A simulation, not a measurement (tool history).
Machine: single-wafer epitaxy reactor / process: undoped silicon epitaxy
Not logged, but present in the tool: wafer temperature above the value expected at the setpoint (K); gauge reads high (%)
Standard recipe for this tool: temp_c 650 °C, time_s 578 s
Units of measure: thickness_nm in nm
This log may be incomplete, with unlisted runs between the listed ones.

| run | hour | temp_c | time_s | wafers since the last listed run | hours since the last pyrometer calibration | hours since the gauge calibration | read-back reference wafer on the same gauge, thickness_nm | thickness_nm |
|---|---|---|---|---|---|---|---|---|
| 1 | 0.0 | 642 | 644 | 0 | 973.4 | 160.1 | 118.039 | 91.972 |
| 2 | 7.2 | 642 | 644 | 32 | 980.6 | 167.3 | 117.917 | 91.757 |
| 3 | 18.9 | 650 | 578 | 53 | 992.3 | 179.0 | 117.824 | 99.997 |
| 4 | 28.3 | 650 | 578 | 42 | 1001.7 | 188.4 | 117.959 | 100.452 |
| 5 | 80.0 | 650 | 578 | 235 | 1053.4 | 240.1 | 118.033 | 100.956 |
| 6 | 95.1 | 650 | 602 | 68 | 1068.5 | 255.2 | 117.758 | 104.680 |
| 7 | 102.0 | 650 | 578 | 31 | 1075.4 | 262.1 | 118.096 | 101.766 |
| 8 | 119.5 | 656 | 578 | 79 | 1092.9 | 279.6 | 118.007 | 116.763 |
| 9 | 134.6 | 656 | 578 | 68 | 1108.0 | 294.7 | 117.978 | 117.008 |
| 10 | 151.7 | 656 | 578 | 78 | 1125.1 | 311.8 | 117.928 | 116.303 |
| 11 | 160.2 | 650 | 578 | 38 | 1133.6 | 320.3 | 118.002 | 100.666 |
| 12 | 169.7 | 650 | 578 | 43 | 1143.1 | 329.8 | 117.866 | 99.934 |
| 13 | 181.4 | 650 | 578 | 53 | 1154.8 | 341.5 | 117.722 | 100.826 |
| 14 | 197.8 | 642 | 578 | 74 | 1171.2 | 357.9 | 118.106 | 82.206 |
| 15 | 209.7 | 642 | 578 | 54 | 1183.1 | 369.8 | 117.915 | 82.776 |
| 16 | 224.5 | 650 | 578 | 67 | 1197.9 | 384.6 | 117.843 | 101.019 |
| 17 | 237.3 | 650 | 578 | 58 | 1210.7 | 397.4 | 118.278 | 100.448 |
|  | 255.7 | pyrometer calibrated |
| 18 | 256.2 | 650 | 578 | 49 | 0.5 | 416.3 | 117.847 | 100.396 |
| 19 | 261.3 | 650 | 578 | 23 | 5.6 | 421.4 | 118.050 | 100.739 |
| 20 | 272.7 | 650 | 578 | 52 | 17.0 | 432.8 | 118.105 | 101.135 |
| 21 | 286.2 | 650 | 578 | 61 | 30.5 | 446.3 | 117.890 | 101.206 |
| 22 | 298.0 | 650 | 578 | 53 | 42.3 | 458.1 | 117.977 | 100.767 |
| 23 | 306.5 | 640 | 578 | 38 | 50.8 | 466.6 | 117.992 | 78.297 |
| 24 | 314.2 | 650 | 578 | 35 | 58.5 | 474.3 | 118.037 | 101.372 |
| 25 | 322.2 | 665 | 487 | 36 | 66.5 | 482.3 | 117.913 | 122.194 |
| 26 | 330.7 | 650 | 578 | 38 | 75.0 | 490.8 | 118.271 | 100.360 |
| 27 | 340.3 | 638 | 470 | 43 | 84.6 | 500.4 | 118.062 | 60.753 |
| 28 | 347.0 | 657 | 674 | 30 | 91.3 | 507.1 | 118.006 | 139.920 |
| 29 | 362.1 | 640 | 531 | 68 | 106.4 | 522.2 | 118.035 | 72.047 |
| 30 | 376.6 | 637 | 611 | 66 | 120.9 | 536.7 | 118.016 | 76.486 |
| 31 | 388.6 | 640 | 629 | 54 | 132.9 | 548.7 | 118.075 | 85.176 |
| 32 | 400.5 | 650 | 663 | 54 | 144.8 | 560.6 | 117.874 | 116.033 |
| 33 | 413.2 | 650 | 578 | 57 | 157.5 | 573.3 | 117.966 | 100.552 |
| 34 | 421.9 | 644 | 518 | 39 | 166.2 | 582.0 | 117.760 | 77.917 |
| 35 | 428.2 | 644 | 507 | 28 | 172.5 | 588.3 | 117.867 | 75.814 |

Estimate the outcome of run 36 from the log above:
|  | 438.6 | gauge calibrated |
| 36 | 441.7 | 650 | 578 | 61 | 186.0 | 3.1 | ? | ? |

{"run 36": {"read-back reference wafer on the same gauge, thickness_nm": 117.942, "thickness_nm": 101.268}}
The same run, on a tool lacking any hidden state, would have yielded thickness_nm 101.268 nm.
